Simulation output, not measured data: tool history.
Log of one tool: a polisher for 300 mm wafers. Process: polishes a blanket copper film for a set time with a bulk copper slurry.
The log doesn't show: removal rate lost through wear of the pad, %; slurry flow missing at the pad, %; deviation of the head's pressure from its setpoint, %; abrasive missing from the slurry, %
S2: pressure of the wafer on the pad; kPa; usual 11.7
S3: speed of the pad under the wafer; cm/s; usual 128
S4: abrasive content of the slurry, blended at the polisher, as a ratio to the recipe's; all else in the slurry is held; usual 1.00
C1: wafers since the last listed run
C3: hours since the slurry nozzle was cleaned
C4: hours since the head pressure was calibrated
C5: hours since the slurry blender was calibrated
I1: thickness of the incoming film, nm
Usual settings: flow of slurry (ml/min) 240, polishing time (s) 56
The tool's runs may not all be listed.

{"run": 1, "hour": 0.0, "flow of slurry (ml/min)": 240, "S2": 11.7, "S3": 128, "S4": 1.0, "polishing time (s)": 56, "C1": 0, "wafers polished on this pad": 322, "C3": 544.3, "C4": 1473.6, "C5": 95.1, "I1": 4416.6, "film removed (nm)": 408.5}
{"run": 2, "hour": 7.2, "flow of slurry (ml/min)": 240, "S2": 11.7, "S3": 128, "S4": 1.0, "polishing time (s)": 56, "C1": 67, "wafers polished on this pad": 389, "C3": 551.5, "C4": 1480.8, "C5": 102.3, "I1": 4446.3, "film removed (nm)": 403.4}
{"run": 3, "hour": 20.7, "flow of slurry (ml/min)": 240, "S2": 11.7, "S3": 128, "S4": 1.0, "polishing time (s)": 56, "C1": 126, "wafers polished on this pad": 515, "C3": 565.0, "C4": 1494.3, "C5": 115.8, "I1": 4464.5, "film removed (nm)": 402.1}
{"run": 4, "hour": 31.1, "flow of slurry (ml/min)": 240, "S2": 11.7, "S3": 128, "S4": 1.0, "polishing time (s)": 56, "C1": 97, "wafers polished on this pad": 612, "C3": 575.4, "C4": 1504.7, "C5": 126.2, "I1": 4455.1, "film removed (nm)": 405.6}
{"run": 5, "hour": 38.6, "flow of slurry (ml/min)": 240, "S2": 11.7, "S3": 128, "S4": 1.0, "polishing time (s)": 56, "C1": 70, "wafers polished on this pad": 682, "C3": 582.9, "C4": 1512.2, "C5": 133.7, "I1": 4522.4, "film removed (nm)": 410.1}
{"run": 6, "hour": 45.3, "flow of slurry (ml/min)": 240, "S2": 11.7, "S3": 128, "S4": 1.0, "polishing time (s)": 56, "C1": 62, "wafers polished on this pad": 745, "C3": 589.6, "C4": 1518.9, "C5": 140.4, "I1": 4459.3, "film removed (nm)": 407.3}
{"run": 7, "hour": 51.7, "flow of slurry (ml/min)": 240, "S2": 11.7, "S3": 128, "S4": 1.0, "polishing time (s)": 56, "C1": 59, "wafers polished on this pad": 805, "C3": 596.0, "C4": 1525.3, "C5": 146.8, "I1": 4438.8, "film removed (nm)": 406.1}
{"hour": 62.8, "done": "slurry blender recalibrated"}
{"run": 8, "hour": 63.3, "flow of slurry (ml/min)": 240, "S2": 11.7, "S3": 128, "S4": 1.0, "polishing time (s)": 56, "C1": 89, "wafers polished on this pad": 894, "C3": 607.6, "C4": 1536.9, "C5": 0.5, "I1": 4475.8, "film removed (nm)": 407.2}
{"hour": 66.7, "done": "head pressure recalibrated"}
{"run": 9, "hour": 76.5, "flow of slurry (ml/min)": 210, "S2": 11.7, "S3": 128, "S4": 1.0, "polishing time (s)": 56, "C1": 104, "wafers polished on this pad": 999, "C3": 620.8, "C4": 9.8, "C5": 13.7, "I1": 4522.1, "film removed (nm)": 403.9}
{"hour": 80.0, "done": "slurry nozzle cleaned"}
{"hour": 81.0, "done": "worn pad replaced by a new one"}
{"run": 10, "hour": 91.4, "flow of slurry (ml/min)": 210, "S2": 11.7, "S3": 128, "S4": 1.0, "polishing time (s)": 56, "C1": 120, "wafers polished on this pad": 97, "C3": 11.4, "C4": 24.7, "C5": 28.6, "I1": 4459.7, "film removed (nm)": 398.3}
{"run": 11, "hour": 101.1, "flow of slurry (ml/min)": 160, "S2": 9.7, "S3": 128, "S4": 1.1, "polishing time (s)": 56, "C1": 90, "wafers polished on this pad": 188, "C3": 21.1, "C4": 34.4, "C5": 38.3, "I1": 4429.4, "film removed (nm)": 330.8}
{"run": 12, "hour": 107.6, "flow of slurry (ml/min)": 270, "S2": 11.7, "S3": 142, "S4": 1.25, "polishing time (s)": 64, "C1": 60, "wafers polished on this pad": 248, "C3": 27.6, "C4": 40.9, "C5": 44.8, "I1": 4510.1, "film removed (nm)": 540.9}
{"run": 13, "hour": 123.6, "flow of slurry (ml/min)": 240, "S2": 11.7, "S3": 128, "S4": 1.0, "polishing time (s)": 56, "C1": 149, "wafers polished on this pad": 398, "C3": 43.6, "C4": 56.9, "C5": 60.8, "I1": 4471.5, "film removed (nm)": 406.2}
{"run": 14, "hour": 133.4, "flow of slurry (ml/min)": 240, "S2": 9.7, "S3": 86, "S4": 1.0, "polishing time (s)": 56, "C1": 91, "wafers polished on this pad": 489, "C3": 53.4, "C4": 66.7, "C5": 70.6, "I1": 4479.6, "film removed (nm)": 230.9}
{"run": 15, "hour": 147.2, "flow of slurry (ml/min)": 295, "S2": 11.7, "S3": 128, "S4": 1.0, "polishing time (s)": 56, "C1": 128, "wafers polished on this pad": 618, "C3": 67.2, "C4": 80.5, "C5": 84.4, "I1": 4430.6, "film removed (nm)": 409.7}
{"run": 16, "hour": 158.9, "flow of slurry (ml/min)": 240, "S2": 11.7, "S3": 128, "S4": 1.0, "polishing time (s)": 40, "C1": 109, "wafers polished on this pad": 727, "C3": 78.9, "C4": 92.2, "C5": 96.1, "I1": 4412.1, "film removed (nm)": 290.3}
{"run": 17, "hour": 171.3, "flow of slurry (ml/min)": 270, "S2": 9.0, "S3": 142, "S4": 1.0, "polishing time (s)": 56, "C1": 115, "wafers polished on this pad": 843, "C3": 91.3, "C4": 104.6, "C5": 108.5, "I1": 4520.2, "film removed (nm)": 366.4}
{"run": 18, "hour": 181.7, "flow of slurry (ml/min)": 240, "S2": 11.7, "S3": 128, "S4": 1.0, "polishing time (s)": 56, "C1": 97, "wafers polished on this pad": 940, "C3": 101.7, "C4": 115.0, "C5": 118.9, "I1": 4480.0, "film removed (nm)": 411.8}

Forecast run 19:
{"run": 19, "hour": 189.4, "flow of slurry (ml/min)": 240, "S2": 11.7, "S3": 128, "S4": 1.0, "polishing time (s)": 56, "C1": 71, "wafers polished on this pad": 1012, "C3": 109.4, "C4": 122.7, "C5": 126.6, "I1": 4432.2, "film removed (nm)": "?"}

{"run 19": {"film removed (nm)": 408.3}}
Without the tool's hidden state the same run would have given film removed (nm) 408.3.
